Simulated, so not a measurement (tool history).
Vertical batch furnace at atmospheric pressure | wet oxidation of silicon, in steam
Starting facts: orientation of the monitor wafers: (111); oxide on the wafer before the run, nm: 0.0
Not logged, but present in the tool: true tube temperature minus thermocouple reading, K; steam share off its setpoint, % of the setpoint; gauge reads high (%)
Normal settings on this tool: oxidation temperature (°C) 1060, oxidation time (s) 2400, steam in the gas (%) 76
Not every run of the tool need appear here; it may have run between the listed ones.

run,day,oxidation temperature (°C),oxidation time (s),steam in the gas (%),wafers since the last listed run,hours since the last temperature calibration,hours since the steam generator was serviced,hours since the gauge calibration,"read-back reference wafer on the same gauge, thickness",oxide thickness on the monitor wafer (Å)
1,0.000,1047,2400,85,0,972.0,1998.0,727.8,525.18,4591.3
2,1.029,1047,2400,85,411,996.7,2022.7,752.5,525.11,4585.9
3,2.183,1047,2400,85,462,1024.4,2050.4,780.2,524.38,4609.5
4,3.633,1060,2400,76,580,1059.2,2085.2,815.0,525.10,4548.6
5,4.162,1060,2400,76,211,1071.9,2097.9,827.7,524.96,4560.7
6,5.612,1060,2400,76,580,1106.7,2132.7,862.5,525.26,4599.8
7,6.388,1060,2400,76,310,1125.3,2151.3,881.1,525.01,4566.9
8,7.829,1060,2400,76,577,1159.9,2185.9,915.7,524.99,4555.0
9,11.558,1060,2400,76,1492,1249.4,2275.4,1005.2,525.06,4588.7
10,12.942,1060,2400,76,553,1282.6,2308.6,1038.4,524.84,4601.7
11,13.871,1060,2400,76,371,1304.9,2330.9,1060.7,524.64,4578.8
12,15.308,1060,2400,76,575,1339.4,2365.4,1095.2,525.18,4587.4
13,16.158,1060,2400,76,340,1359.8,2385.8,1115.6,524.31,4583.4
# day 17.558: steam generator serviced
14,17.633,1060,3090,76,190,1395.2,1.8,1151.0,524.76,5312.3
15,18.383,1060,2400,76,300,1413.2,19.8,1169.0,524.56,4600.7
# day 18.825: gauge calibrated
16,19.350,1060,3180,76,386,1436.4,43.0,12.6,524.37,5395.9
17,20.758,1036,2400,76,563,1470.2,76.8,46.4,525.13,4135.7
18,24.638,1078,2400,81,1552,1563.3,169.9,139.5,524.78,5172.6

What will run 19 give?
19,25.708,1044,2940,73,428,1589.0,195.6,165.2,?,?

read-back reference wafer on the same gauge, thickness: 525.03
oxide thickness on the monitor wafer (Å): 4686.4
With no hidden state in the tool, this same run would have given oxide thickness on the monitor wafer (Å) 4575.7.
